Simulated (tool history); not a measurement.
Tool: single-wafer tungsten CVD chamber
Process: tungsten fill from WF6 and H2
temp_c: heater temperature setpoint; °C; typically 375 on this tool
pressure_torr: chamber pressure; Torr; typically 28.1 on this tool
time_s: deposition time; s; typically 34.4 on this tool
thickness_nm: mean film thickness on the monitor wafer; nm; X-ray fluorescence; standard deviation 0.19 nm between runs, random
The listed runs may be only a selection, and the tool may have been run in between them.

run    hour  temp_c  pressure_torr  time_s  wafers since the last listed run  hours since the last thermocouple change  hours since the last manometer calibration  hours since the showerhead was replaced  hours since the gauge calibration  read-back reference wafer on the same gauge, thickness_nm  thickness_nm
  1     0.0     372           28.1    34.4                                 0                                      50.3                                       871.5                                   3903.7                               45.0                                                     60.584        53.946
  2    70.5     375           28.1    34.4                              2043                                     120.8                                       942.0                                   3974.2                              115.5                                                     60.645        56.952
  3   132.9     375           28.1    34.4                              1808                                     183.2                                      1004.4                                   4036.6                              177.9                                                     60.608        56.836
  4   173.9     375           28.1    34.4                              1188                                     224.2                                      1045.4                                   4077.6                              218.9                                                     60.631        56.761
  5   227.8     375           31.8    34.4                              1562                                     278.1                                      1099.3                                   4131.5                              272.8                                                     60.580        60.492
  6   261.3     375           31.8    34.4                               970                                     311.6                                      1132.8                                   4165.0                              306.3                                                     60.633        60.496
  7   322.7     375           29.7    35.8                              1779                                     373.0                                      1194.2                                   4226.4                              367.7                                                     60.530        60.978
  8   352.0     375           29.7    35.8                               849                                     402.3                                      1223.5                                   4255.7                              397.0                                                     60.572        61.111
      376.0  -- capacitance manometer re-zeroed and calibrated
  9   421.2     375           29.7    35.8                              1773                                     471.5                                        45.2                                   4324.9                              466.2                                                     60.596        61.041
 10   454.6     381           31.5    30.5                               968                                     504.9                                        78.6                                   4358.3                              499.6                                                     60.589        59.504
 11   485.4     370           23.4    29.8                               892                                     535.7                                       109.4                                   4389.1                              530.4                                                     60.594        41.302
 12   530.6     375           25.8    34.4                              1310                                     580.9                                       154.6                                   4434.3                              575.6                                                     60.621        54.532
 13   598.2     363           28.1    34.4                              1959                                     648.5                                       222.2                                   4501.9                              643.2                                                     60.603        45.557
 14   660.6     375           31.9    29.5                              1808                                     710.9                                       284.6                                   4564.3                              705.6                                                     60.602        52.065
      673.7  -- showerhead replaced
 15   708.0     375           28.1    34.4                              1141                                     758.3                                       332.0                                     34.3                              753.0                                                     60.618        57.057
 16   774.9     390           32.0    34.4                              1939                                     825.2                                       398.9                                    101.2                              819.9                                                     60.629        78.863
 17   823.7     375           28.1    34.4                              1414                                     874.0                                       447.7                                    150.0                              868.7                                                     60.592        56.778
 18   890.8     381           32.5    34.4                              1944                                     941.1                                       514.8                                    217.1                              935.8                                                     60.552        67.940
 19   951.3     375           28.1    28.1                              1753                                    1001.6                                       575.3                                    277.6                              996.3                                                     60.576        46.510
 20  1009.2     375           28.1    34.4                              1678                                    1059.5                                       633.2                                    335.5                             1054.2                                                     60.663        57.317
 21  1058.9     375           28.1    34.4                              1440                                    1109.2                                       682.9                                    385.2                             1103.9                                                     60.602        56.726
 22  1126.4     367           25.7    28.3                              1956                                    1176.7                                       750.4                                    452.7                             1171.4                                                     60.586        38.756
 23  1167.4     375           28.1    34.4                              1188                                    1217.7                                       791.4                                    493.7                             1212.4                                                     60.598        57.074
 24  1202.0     369           25.8    29.1                              1002                                    1252.3                                       826.0                                    528.3                             1247.0                                                     60.627        41.299
 25  1382.6     385           22.6    36.7                              5234                                    1432.9                                      1006.6                                    708.9                             1427.6                                                     60.655        65.424
 26  1425.5     375           28.1    31.3                              1243                                    1475.8                                      1049.5                                    751.8                             1470.5                                                     60.545        51.609
 27  1470.9     375           28.1    28.0                              1315                                    1521.2                                      1094.9                                    797.2                             1515.9                                                     60.631        46.514
 28  1520.7     375           28.1    34.4                              1443                                    1571.0                                      1144.7                                    847.0                             1565.7                                                     60.570        56.735
 29  1574.6     381           28.1    30.7                              1562                                    1624.9                                      1198.6                                    900.9                             1619.6                                                     60.611        56.464
 30  1632.0     380           26.3    39.1                              1663                                    1682.3                                      1256.0                                    958.3                             1677.0                                                     60.635        68.779
 31  1660.5     369           28.1    29.9                               826                                    1710.8                                      1284.5                                    986.8                             1705.5                                                     60.570        44.256
 32  1697.7     375           28.1    34.4                              1078                                    1748.0                                      1321.7                                   1024.0                             1742.7                                                     60.635        56.852
 33  1750.7     367           34.5    34.4                              1536                                    1801.0                                      1374.7                                   1077.0                             1795.7                                                     60.598        54.051
 34  1814.7     375           28.1    34.4                              1854                                    1865.0                                      1438.7                                   1141.0                             1859.7                                                     60.634        57.391

Predict each of these 4 candidate next runs independently; none follows another, all start after run 34:
  A  1815.1     375           32.4    34.4                                11                                    1865.4                                      1439.1                                   1141.4                             1860.1                                                          ?             ?
  B  1815.1     383           33.8    39.0                                11                                    1865.4                                      1439.1                                   1141.4                             1860.1                                                          ?             ?
  C  1815.1     369           28.1    41.1                                11                                    1865.4                                      1439.1                                   1141.4                             1860.1                                                          ?             ?
  D  1815.1     380           32.8    34.4                                11                                    1865.4                                      1439.1                                   1141.4                             1860.1                                                          ?             ?

run  read-back reference wafer on the same gauge, thickness_nm  thickness_nm
  A                                                     60.621        60.795
  B                                                     60.621        81.255
  C                                                     60.621        60.739
  D                                                     60.621        66.952
What these runs would have given with no unlogged condition in the tool:
run  thickness_nm
  A        60.795
  B        81.255
  C        60.739
  D        66.952
